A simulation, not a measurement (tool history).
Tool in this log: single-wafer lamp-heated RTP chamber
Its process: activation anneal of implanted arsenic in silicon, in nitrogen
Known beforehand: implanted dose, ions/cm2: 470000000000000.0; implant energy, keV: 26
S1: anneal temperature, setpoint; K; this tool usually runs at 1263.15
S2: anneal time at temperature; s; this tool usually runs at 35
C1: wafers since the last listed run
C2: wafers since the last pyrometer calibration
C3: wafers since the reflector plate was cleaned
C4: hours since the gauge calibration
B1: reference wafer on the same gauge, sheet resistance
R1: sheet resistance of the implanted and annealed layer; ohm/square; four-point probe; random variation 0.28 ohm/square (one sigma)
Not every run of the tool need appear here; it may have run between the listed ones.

run 1 hour=0.0 | S1=1263.15 S2=35 | C1=0 C2=677 C3=7815 C4=5.4 | B1=212.04 | R1=184.28
run 2 hour=67.8 | S1=1263.15 S2=19 | C1=802 C2=1479 C3=8617 C4=73.2 | B1=211.96 | R1=186.80
-- hour=97.6 pyrometer window cleaned and pyrometer calibrated
run 3 hour=112.5 | S1=1263.15 S2=19 | C1=434 C2=176 C3=9051 C4=117.9 | B1=211.93 | R1=187.07
run 4 hour=172.0 | S1=1240.15 S2=35 | C1=703 C2=879 C3=9755 C4=177.4 | B1=212.06 | R1=186.70
run 5 hour=219.8 | S1=1263.15 S2=35 | C1=565 C2=1445 C3=10320 C4=225.2 | B1=211.97 | R1=184.02
-- hour=240.1 reflector plate cleaned
run 6 hour=253.2 | S1=1263.15 S2=35 | C1=300 C2=1745 C3=154 C4=258.6 | B1=212.06 | R1=183.32
-- hour=284.5 pyrometer window cleaned and pyrometer calibrated
run 7 hour=320.2 | S1=1263.15 S2=35 | C1=697 C2=422 C3=852 C4=325.6 | B1=212.00 | R1=184.06
run 8 hour=380.3 | S1=1250.15 S2=51 | C1=710 C2=1132 C3=1563 C4=385.7 | B1=211.97 | R1=183.80
run 9 hour=414.9 | S1=1289.15 S2=35 | C1=409 C2=1542 C3=1973 C4=420.3 | B1=212.06 | R1=180.86
-- hour=442.3 gauge calibrated
run 10 hour=454.5 | S1=1263.15 S2=35 | C1=468 C2=2010 C3=2441 C4=12.2 | B1=212.08 | R1=183.26
-- hour=481.3 pyrometer window cleaned and pyrometer calibrated
run 11 hour=494.9 | S1=1289.15 S2=35 | C1=383 C2=161 C3=2824 C4=52.6 | B1=211.95 | R1=181.68
run 12 hour=564.1 | S1=1263.15 S2=16 | C1=818 C2=979 C3=3643 C4=121.8 | B1=212.00 | R1=187.57
run 13 hour=621.1 | S1=1282.15 S2=35 | C1=674 C2=1654 C3=4317 C4=178.8 | B1=211.94 | R1=182.08
-- hour=659.2 pyrometer window cleaned and pyrometer calibrated
run 14 hour=692.5 | S1=1279.15 S2=25 | C1=749 C2=394 C3=5067 C4=250.2 | B1=212.02 | R1=184.04

Predict each of these 3 candidate next runs independently; none follows another, all start after run 14:
run A hour=692.9 | S1=1287.15 S2=35 | C1=4 C2=398 C3=5072 C4=250.6 | B1=? | R1=?
run B hour=692.9 | S1=1275.15 S2=26 | C1=4 C2=398 C3=5072 C4=250.6 | B1=? | R1=?
run C hour=692.9 | S1=1273.15 S2=27 | C1=4 C2=398 C3=5072 C4=250.6 | B1=? | R1=?

run=A B1=212.01 R1=181.82
run=B B1=212.01 R1=184.33
run=C B1=212.01 R1=184.36
Had the tool no hidden state, the same runs would have come out as:
run=A R1=182.14
run=B R1=184.61
run=C R1=184.64

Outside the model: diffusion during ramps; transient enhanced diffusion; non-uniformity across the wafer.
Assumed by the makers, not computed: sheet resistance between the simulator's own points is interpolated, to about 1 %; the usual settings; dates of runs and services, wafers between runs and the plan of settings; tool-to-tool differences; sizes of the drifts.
